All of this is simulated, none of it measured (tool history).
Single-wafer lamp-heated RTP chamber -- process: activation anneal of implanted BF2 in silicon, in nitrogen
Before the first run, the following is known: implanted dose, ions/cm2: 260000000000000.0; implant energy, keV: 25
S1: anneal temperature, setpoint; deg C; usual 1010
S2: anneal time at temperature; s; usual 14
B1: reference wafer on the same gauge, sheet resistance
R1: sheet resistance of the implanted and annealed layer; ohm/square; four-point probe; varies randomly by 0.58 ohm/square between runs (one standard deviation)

Run 1, day 0: usual settings but S1 989 deg C, S2 18 s; B1 379.22. Result: R1 386.59 ohm/square.
Run 2, day 0.517: usual settings but S2 17 s; B1 379.28. Result: R1 384.27 ohm/square.
Run 3, day 0.829: usual settings; B1 379.17. Result: R1 383.92 ohm/square.
Run 4, day 1.3: usual settings; B1 378.79. Result: R1 384.85 ohm/square.
At day 1.662: pyrometer window cleaned and pyrometer calibrated.
Run 5, day 1.717: usual settings; B1 378.89. Result: R1 384.26 ohm/square.
Run 6, day 1.983: usual settings; B1 379.19. Result: R1 384.34 ohm/square.
Run 7, day 2.4: usual settings; B1 378.91. Result: R1 384.53 ohm/square.
Run 8, day 2.854: usual settings but S1 986 deg C; B1 379. Result: R1 388.05 ohm/square.
Run 9, day 3.417: usual settings but S1 986 deg C; B1 379.4. Result: R1 387.46 ohm/square.
Run 10, day 3.904: usual settings but S1 986 deg C; B1 379.04. Result: R1 388.11 ohm/square.
Run 11, day 4.212: usual settings; B1 379.09. Result: R1 384.21 ohm/square.
Run 12, day 4.829: usual settings; B1 379.26. Result: R1 384.4 ohm/square.
Run 13, day 5.371: usual settings but S2 11 s; B1 379.13. Result: R1 385.85 ohm/square.
At day 6.271: pyrometer window cleaned and pyrometer calibrated.
Run 14, day 6.292: usual settings; B1 378.99. Result: R1 383.44 ohm/square.
Run 15, day 6.396: usual settings but S1 988 deg C, S2 12 s; B1 378.99. Result: R1 386.94 ohm/square.
At day 7.35: reflector plate cleaned.
Run 16, day 7.975: usual settings but S1 1034 deg C; B1 379.08. Result: R1 383.78 ohm/square.
At day 8.125: gauge calibrated.
Run 17, day 8.496: usual settings but S1 993 deg C, S2 19 s; B1 379.11. Result: R1 384.83 ohm/square.
Run 18, day 8.804: usual settings but S1 984 deg C, S2 21 s; B1 379.32. Result: R1 386.82 ohm/square.
Run 19, day 9.238: usual settings but S1 1026 deg C; B1 378.83. Result: R1 383.67 ohm/square.
Run 20, day 9.871: usual settings but S2 7 s; B1 378.93. Result: R1 386.83 ohm/square.
Run 21, day 10.517: usual settings but S1 998 deg C, S2 8 s; B1 379.2. Result: R1 387.1 ohm/square.
At day 11.154: pyrometer window cleaned and pyrometer calibrated.
Run 22, day 11.175: usual settings; B1 379.18. Result: R1 384.66 ohm/square.
Run 23, day 11.833: usual settings; B1 379.14. Result: R1 385.43 ohm/square.
Run 24, day 12.412: usual settings but S1 1039 deg C, S2 7 s; B1 378.97. Result: R1 387.47 ohm/square.
Run 25, day 12.758: usual settings but S1 1018 deg C, S2 20 s; B1 379.39. Result: R1 383.4 ohm/square.
Run 26, day 13.221: usual settings but S1 981 deg C, S2 20 s; B1 379.14. Result: R1 388.23 ohm/square.
Run 27, day 13.771: usual settings; B1 379.11. Result: R1 383.49 ohm/square.
Run 28, day 14.238: usual settings but S1 1019 deg C, S2 17 s; B1 378.95. Result: R1 383.4 ohm/square.
Run 29, day 14.983: usual settings; B1 379.26. Result: R1 384.23 ohm/square.
Run 30, day 15.304: usual settings but S1 1021 deg C, S2 21 s; B1 378.96. Result: R1 381.98 ohm/square.
At day 15.692: pyrometer window cleaned and pyrometer calibrated.
Run 31, day 16.046: usual settings; B1 379.02. Result: R1 384.5 ohm/square.
Run 32, day 16.654: usual settings but S1 984 deg C, S2 8 s; B1 379.03. Result: R1 389.65 ohm/square.
Run 33, day 17.225: usual settings but S1 996 deg C, S2 20 s; B1 378.95. Result: R1 384.7 ohm/square.
Run 34, day 17.738: usual settings but S1 997 deg C; B1 379.13. Result: R1 384.85 ohm/square.
Run 35, day 18.267: usual settings but S1 1030 deg C, S2 20 s; B1 379.03. Result: R1 381.92 ohm/square.
Run 36, day 18.904: usual settings but S1 990 deg C, S2 11 s; B1 379.07. Result: R1 387.64 ohm/square.
Run 37, day 19.604: usual settings but S1 992 deg C, S2 22 s; B1 378.84. Result: R1 384.05 ohm/square.

Give the tool's hidden conditions for every run:
true wafer temperature minus pyrometer reading, K: 0 at every run
wafer temperature error from the tarnished reflector plate, K: 0 at every run
gauge reads high (%): 0 at every run

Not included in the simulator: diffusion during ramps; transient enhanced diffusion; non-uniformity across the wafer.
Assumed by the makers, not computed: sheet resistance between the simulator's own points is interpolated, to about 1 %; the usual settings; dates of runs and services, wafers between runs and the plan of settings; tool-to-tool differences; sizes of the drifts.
